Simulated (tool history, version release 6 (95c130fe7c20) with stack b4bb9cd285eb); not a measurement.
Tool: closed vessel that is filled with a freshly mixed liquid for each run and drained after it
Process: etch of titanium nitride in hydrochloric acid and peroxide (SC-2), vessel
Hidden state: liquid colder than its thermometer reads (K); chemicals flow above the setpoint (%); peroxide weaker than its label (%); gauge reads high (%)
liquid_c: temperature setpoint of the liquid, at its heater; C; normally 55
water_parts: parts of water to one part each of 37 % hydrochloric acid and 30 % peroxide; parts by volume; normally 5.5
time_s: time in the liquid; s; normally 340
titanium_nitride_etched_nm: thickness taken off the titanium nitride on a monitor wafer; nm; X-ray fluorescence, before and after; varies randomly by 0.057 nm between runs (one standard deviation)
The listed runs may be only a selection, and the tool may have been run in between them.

run   hour  liquid_c  water_parts  time_s  wafers since the last listed run  hours since the thermometer was replaced  hours since the chemicals flow meter was replaced  hours since the drum of peroxide was connected  hours since the gauge calibration  read-back film thickness of the titanium nitride reference wafer, read on the same gauge (nm)  titanium_nitride_etched_nm
  1    0.0        55          5.5     340                                 0                                     661.8                                             1256.7                                           792.9                              269.0                                                                                         149.94                       15.67
  2   53.1        55          4.5     485                              5739                                     714.9                                             1309.8                                           846.0                              322.1                                                                                         150.04                       25.47
  3  220.1        55          5.5     340                             18049                                     881.9                                             1476.8                                          1013.0                              489.1                                                                                         150.02                       15.67
  4  276.0        55          5.5     340                              6041                                     937.8                                             1532.7                                          1068.9                              545.0                                                                                         149.97                       15.63
  5  328.0        55          5.5     340                              5620                                     989.8                                             1584.7                                          1120.9                              597.0                                                                                         150.01                       15.55
     330.6  -- chemicals flow meter replaced
  6  365.2        55          5.5     340                              3912                                    1027.0                                               34.6                                          1158.1                              634.2                                                                                         150.00                       14.79
  7  394.4        55          5.5     340                              3155                                    1056.2                                               63.8                                          1187.3                              663.4                                                                                         150.00                       14.75
  8  456.4        55          5.5     340                              6700                                    1118.2                                              125.8                                          1249.3                              725.4                                                                                         150.03                       14.75
     460.4  -- gauge calibrated
  9  489.4        55          5.5     340                              3566                                    1151.2                                              158.8                                          1282.3                               29.0                                                                                         150.01                       14.77
 10  527.6        62          4.0     490                              4128                                    1189.4                                              197.0                                          1320.5                               67.2                                                                                         150.01                       41.46
 11  556.7        55          4.5     265                              3145                                    1218.5                                              226.1                                          1349.6                               96.3                                                                                         150.01                       13.23

Expected results for the next run?
 12  593.3        55          4.5     265                              3955                                    1255.1                                              262.7                                          1386.2                              132.9                                                                                              ?                           ?

Run 12 gave read-back film thickness of the titanium nitride reference wafer, read on the same gauge (nm) 150.02, titanium_nitride_etched_nm 13.32 nm.
Minus the tool's unlogged condition, the same run would have read titanium_nitride_etched_nm 13.81 nm.
